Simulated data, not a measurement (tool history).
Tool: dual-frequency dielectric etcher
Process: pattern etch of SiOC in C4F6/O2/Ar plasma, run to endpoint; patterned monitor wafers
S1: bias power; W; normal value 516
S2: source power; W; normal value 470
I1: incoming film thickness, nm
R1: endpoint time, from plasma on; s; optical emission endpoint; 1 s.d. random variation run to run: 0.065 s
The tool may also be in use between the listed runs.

{"run": 1, "hour": 0.0, "S1": 516, "S2": 470, "I1": 52.6, "R1": 15.9}
{"run": 2, "hour": 48.4, "S1": 516, "S2": 470, "I1": 52.9, "R1": 16.1}
{"run": 3, "hour": 118.0, "S1": 516, "S2": 470, "I1": 53.2, "R1": 16.1}
{"run": 4, "hour": 156.0, "S1": 454, "S2": 420, "I1": 52.8, "R1": 16.9}
{"run": 5, "hour": 217.9, "S1": 454, "S2": 420, "I1": 52.6, "R1": 16.8}
{"run": 6, "hour": 285.5, "S1": 454, "S2": 420, "I1": 52.8, "R1": 16.7}
{"run": 7, "hour": 319.9, "S1": 516, "S2": 470, "I1": 52.5, "R1": 15.6}
{"run": 8, "hour": 363.7, "S1": 516, "S2": 470, "I1": 52.8, "R1": 15.6}
{"run": 9, "hour": 450.1, "S1": 516, "S2": 470, "I1": 52.4, "R1": 15.6}
{"run": 10, "hour": 494.2, "S1": 516, "S2": 470, "I1": 52.4, "R1": 15.6}
{"run": 11, "hour": 532.4, "S1": 516, "S2": 470, "I1": 52.6, "R1": 15.6}
{"hour": 575.4, "done": "wet clean of the chamber"}
{"run": 12, "hour": 602.7, "S1": 516, "S2": 470, "I1": 53, "R1": 16.1}
{"run": 13, "hour": 647.6, "S1": 516, "S2": 470, "I1": 52.6, "R1": 16}
{"run": 14, "hour": 691.1, "S1": 516, "S2": 470, "I1": 52.5, "R1": 15.9}
{"run": 15, "hour": 737.9, "S1": 516, "S2": 470, "I1": 52.5, "R1": 15.8}
{"run": 16, "hour": 786.5, "S1": 564, "S2": 430, "I1": 52.5, "R1": 15.9}
{"run": 17, "hour": 845.6, "S1": 456, "S2": 550, "I1": 52.5, "R1": 15.5}
{"run": 18, "hour": 890.6, "S1": 396, "S2": 350, "I1": 52.3, "R1": 18.2}
{"run": 19, "hour": 920.7, "S1": 516, "S2": 470, "I1": 52, "R1": 15.6}
{"run": 20, "hour": 978.9, "S1": 592, "S2": 510, "I1": 52.6, "R1": 14.9}
{"run": 21, "hour": 1031.0, "S1": 403, "S2": 550, "I1": 52.2, "R1": 15.7}
{"run": 22, "hour": 1097.3, "S1": 516, "S2": 470, "I1": 52.5, "R1": 15.7}
{"hour": 1137.9, "done": "source power generator calibrated"}
{"hour": 1142.2, "done": "wet clean of the chamber"}
{"hour": 1154.5, "done": "upper electrode replaced"}
{"run": 23, "hour": 1155.0, "S1": 463, "S2": 570, "I1": 52.6, "R1": 15.5}
{"hour": 1170.5, "done": "bias power generator calibrated"}
{"run": 24, "hour": 1179.5, "S1": 516, "S2": 470, "I1": 52.4, "R1": 15.9}
{"run": 25, "hour": 1230.5, "S1": 516, "S2": 470, "I1": 52.7, "R1": 16}
{"run": 26, "hour": 1302.2, "S1": 428, "S2": 470, "I1": 53.3, "R1": 16.8}
{"run": 27, "hour": 1337.8, "S1": 581, "S2": 360, "I1": 53, "R1": 16.8}
{"run": 28, "hour": 1395.1, "S1": 516, "S2": 470, "I1": 52.4, "R1": 15.8}
{"run": 29, "hour": 1419.9, "S1": 569, "S2": 440, "I1": 52.8, "R1": 15.8}
{"run": 30, "hour": 1489.0, "S1": 516, "S2": 470, "I1": 52.6, "R1": 15.8}
{"run": 31, "hour": 1552.2, "S1": 622, "S2": 520, "I1": 52.7, "R1": 14.7}
{"run": 32, "hour": 1609.9, "S1": 516, "S2": 470, "I1": 52.4, "R1": 15.8}
{"hour": 1667.2, "done": "wet clean of the chamber"}
{"run": 33, "hour": 1667.7, "S1": 435, "S2": 430, "I1": 52.8, "R1": 17.1}
{"run": 34, "hour": 1682.0, "S1": 576, "S2": 430, "I1": 52.8, "R1": 16.1}

Below, each run's measurement less what the same run would have read without the hidden state. Both values contain the same run-to-run variation, but the gauge's scatter may not be the same in both:
What the log doesn't record here: etch rate over this chamber's usual, %; bias power that arrives over what is set, %; source power that arrives over what is set, %.
run=1 R1=+0
run=2 R1=-0.1
run=3 R1=-0.1
run=4 R1=-0.1
run=5 R1=-0.2
run=6 R1=-0.3
run=7 R1=-0.3
run=8 R1=-0.3
run=9 R1=-0.3
run=10 R1=-0.3
run=11 R1=-0.4
run=12 R1=-0.1
run=13 R1=-0.1
run=14 R1=-0.1
run=15 R1=-0.1
run=16 R1=-0.1
run=17 R1=-0.2
run=18 R1=-0.2
run=19 R1=-0.3
run=20 R1=-0.2
run=21 R1=-0.3
run=22 R1=-0.3
run=23 R1=+0
run=24 R1=+0
run=25 R1=-0.1
run=26 R1=+0
run=27 R1=-0.1
run=28 R1=-0.1
run=29 R1=-0.2
run=30 R1=-0.1
run=31 R1=-0.2
run=32 R1=-0.3
run=33 R1=+0.1
run=34 R1=+0.1
